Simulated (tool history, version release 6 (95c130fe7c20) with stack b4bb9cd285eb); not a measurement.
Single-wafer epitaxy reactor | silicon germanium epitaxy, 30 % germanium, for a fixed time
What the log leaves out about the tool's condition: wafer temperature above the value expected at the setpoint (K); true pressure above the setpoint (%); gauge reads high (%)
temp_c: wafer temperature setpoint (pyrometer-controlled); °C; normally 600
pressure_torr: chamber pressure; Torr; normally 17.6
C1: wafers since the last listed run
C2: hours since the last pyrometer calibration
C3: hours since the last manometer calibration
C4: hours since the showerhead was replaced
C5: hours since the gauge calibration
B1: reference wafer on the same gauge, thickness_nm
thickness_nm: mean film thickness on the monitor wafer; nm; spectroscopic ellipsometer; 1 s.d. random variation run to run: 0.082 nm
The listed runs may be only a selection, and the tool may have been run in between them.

Run 1, hour 0.0: usual settings but temp_c 588 °C; C1 0; C2 1683.9; C3 2386.0; C4 6501.3; C5 138.1; B1 50.496. Result: thickness_nm 40.054 nm.
Run 2, hour 10.8: usual settings but temp_c 588 °C; C1 163; C2 1694.7; C3 2396.8; C4 6512.1; C5 148.9; B1 50.503. Result: thickness_nm 39.997 nm.
Run 3, hour 26.2: usual settings but temp_c 588 °C; C1 232; C2 1710.1; C3 2412.2; C4 6527.5; C5 164.3; B1 50.514. Result: thickness_nm 40.082 nm.
Run 4, hour 38.2: usual settings; C1 181; C2 1722.1; C3 2424.2; C4 6539.5; C5 176.3; B1 50.526. Result: thickness_nm 51.208 nm.
Run 5, hour 44.5: usual settings; C1 95; C2 1728.4; C3 2430.5; C4 6545.8; C5 182.6; B1 50.475. Result: thickness_nm 51.225 nm.
Run 6, hour 55.9: usual settings; C1 172; C2 1739.8; C3 2441.9; C4 6557.2; C5 194.0; B1 50.522. Result: thickness_nm 51.104 nm.
Run 7, hour 66.2: usual settings; C1 155; C2 1750.1; C3 2452.2; C4 6567.5; C5 204.3; B1 50.498. Result: thickness_nm 51.141 nm.
Run 8, hour 78.3: usual settings; C1 182; C2 1762.2; C3 2464.3; C4 6579.6; C5 216.4; B1 50.506. Result: thickness_nm 51.265 nm.
Run 9, hour 91.8: usual settings but temp_c 592 °C, pressure_torr 15.7 Torr; C1 204; C2 1775.7; C3 2477.8; C4 6593.1; C5 229.9; B1 50.505. Result: thickness_nm 42.148 nm.
Run 10, hour 109.6: usual settings but temp_c 592 °C, pressure_torr 15.7 Torr; C1 269; C2 1793.5; C3 2495.6; C4 6610.9; C5 247.7; B1 50.515. Result: thickness_nm 41.968 nm.
At hour 121.0: pyrometer calibrated.
Run 11, hour 121.5: usual settings; C1 58; C2 0.5; C3 2507.5; C4 6622.8; C5 259.6; B1 50.515. Result: thickness_nm 54.872 nm.
Run 12, hour 136.3: usual settings; C1 223; C2 15.3; C3 2522.3; C4 6637.6; C5 274.4; B1 50.486. Result: thickness_nm 54.963 nm.
At hour 146.4: gauge calibrated.
Run 13, hour 146.8: usual settings but temp_c 595 °C; C1 158; C2 25.8; C3 2532.8; C4 6648.1; C5 0.4; B1 50.506. Result: thickness_nm 49.718 nm.
Run 14, hour 157.5: usual settings but temp_c 595 °C; C1 161; C2 36.5; C3 2543.5; C4 6658.8; C5 11.1; B1 50.486. Result: thickness_nm 49.418 nm.
Run 15, hour 174.2: usual settings but temp_c 595 °C; C1 252; C2 53.2; C3 2560.2; C4 6675.5; C5 27.8; B1 50.479. Result: thickness_nm 49.641 nm.
Run 16, hour 183.1: usual settings but pressure_torr 21.1 Torr; C1 134; C2 62.1; C3 2569.1; C4 6684.4; C5 36.7; B1 50.486. Result: thickness_nm 57.759 nm.
Run 17, hour 200.7: usual settings but temp_c 588 °C, pressure_torr 20.3 Torr; C1 266; C2 79.7; C3 2586.7; C4 6702.0; C5 54.3; B1 50.517. Result: thickness_nm 44.593 nm.
At hour 212.5: showerhead replaced.
Run 18, hour 213.0: usual settings but temp_c 589 °C, pressure_torr 20.3 Torr; C1 65; C2 92.0; C3 2599.0; C4 0.5; C5 66.6; B1 50.492. Result: thickness_nm 45.556 nm.
Run 19, hour 220.8: usual settings; C1 117; C2 99.8; C3 2606.8; C4 8.3; C5 74.4; B1 50.497. Result: thickness_nm 54.832 nm.
Run 20, hour 252.1: usual settings but temp_c 608 °C, pressure_torr 18.7 Torr; C1 473; C2 131.1; C3 2638.1; C4 39.6; C5 105.7; B1 50.498. Result: thickness_nm 64.946 nm.
Run 21, hour 268.5: usual settings but pressure_torr 14.8 Torr; C1 247; C2 147.5; C3 2654.5; C4 56.0; C5 122.1; B1 50.509. Result: thickness_nm 52.314 nm.
Run 22, hour 275.0: usual settings but temp_c 611 °C, pressure_torr 13.8 Torr; C1 98; C2 154.0; C3 2661.0; C4 62.5; C5 128.6; B1 50.488. Result: thickness_nm 63.586 nm.
Run 23, hour 285.5: usual settings but temp_c 588 °C, pressure_torr 13.6 Torr; C1 158; C2 164.5; C3 2671.5; C4 73.0; C5 139.1; B1 50.487. Result: thickness_nm 40.168 nm.
At hour 296.0: capacitance manometer re-zeroed and calibrated.
Run 24, hour 296.5: usual settings but temp_c 595 °C, pressure_torr 14.1 Torr; C1 45; C2 175.5; C3 0.5; C4 84.0; C5 150.1; B1 50.531. Result: thickness_nm 46.614 nm.
Run 25, hour 309.9: usual settings; C1 202; C2 188.9; C3 13.9; C4 97.4; C5 163.5; B1 50.480. Result: thickness_nm 54.747 nm.
Run 26, hour 318.6: usual settings; C1 131; C2 197.6; C3 22.6; C4 106.1; C5 172.2; B1 50.499. Result: thickness_nm 54.390 nm.
Run 27, hour 336.0: usual settings but temp_c 592 °C, pressure_torr 20.8 Torr; C1 263; C2 215.0; C3 40.0; C4 123.5; C5 189.6; B1 50.534. Result: thickness_nm 48.591 nm.
Run 28, hour 347.5: usual settings but pressure_torr 19.7 Torr; C1 173; C2 226.5; C3 51.5; C4 135.0; C5 201.1; B1 50.484. Result: thickness_nm 56.124 nm.
Run 29, hour 365.4: usual settings; C1 270; C2 244.4; C3 69.4; C4 152.9; C5 219.0; B1 50.508. Result: thickness_nm 54.445 nm.
Run 30, hour 372.1: usual settings; C1 101; C2 251.1; C3 76.1; C4 159.6; C5 225.7; B1 50.488. Result: thickness_nm 54.490 nm.
Run 31, hour 382.4: usual settings but temp_c 595 °C, pressure_torr 20.5 Torr; C1 155; C2 261.4; C3 86.4; C4 169.9; C5 236.0; B1 50.486. Result: thickness_nm 51.277 nm.
Run 32, hour 396.5: usual settings but temp_c 588 °C, pressure_torr 18.7 Torr; C1 213; C2 275.5; C3 100.5; C4 184.0; C5 250.1; B1 50.497. Result: thickness_nm 43.258 nm.

What was the tool's hidden state at every run in the log?
true pressure above the setpoint (%): 0, the same for each run
gauge reads high (%): 0, the same for each run
H1: wafer temperature above the value expected at the setpoint (K)
run        H1
  1        -3
  2     -3.02
  3     -3.05
  4     -3.07
  5     -3.08
  6      -3.1
  7     -3.12
  8     -3.14
  9     -3.16
 10      -3.2
 11     0.397
 12      0.37
 13     0.352
 14     0.333
 15     0.303
 16     0.288
 17     0.256
 18     0.235
 19     0.221
 20     0.165
 21     0.136
 22     0.125
 23     0.106
 24    0.0867
 25    0.0629
 26    0.0475
 27    0.0167
 28  -0.00366
 29   -0.0354
 30   -0.0472
 31   -0.0655
 32   -0.0905
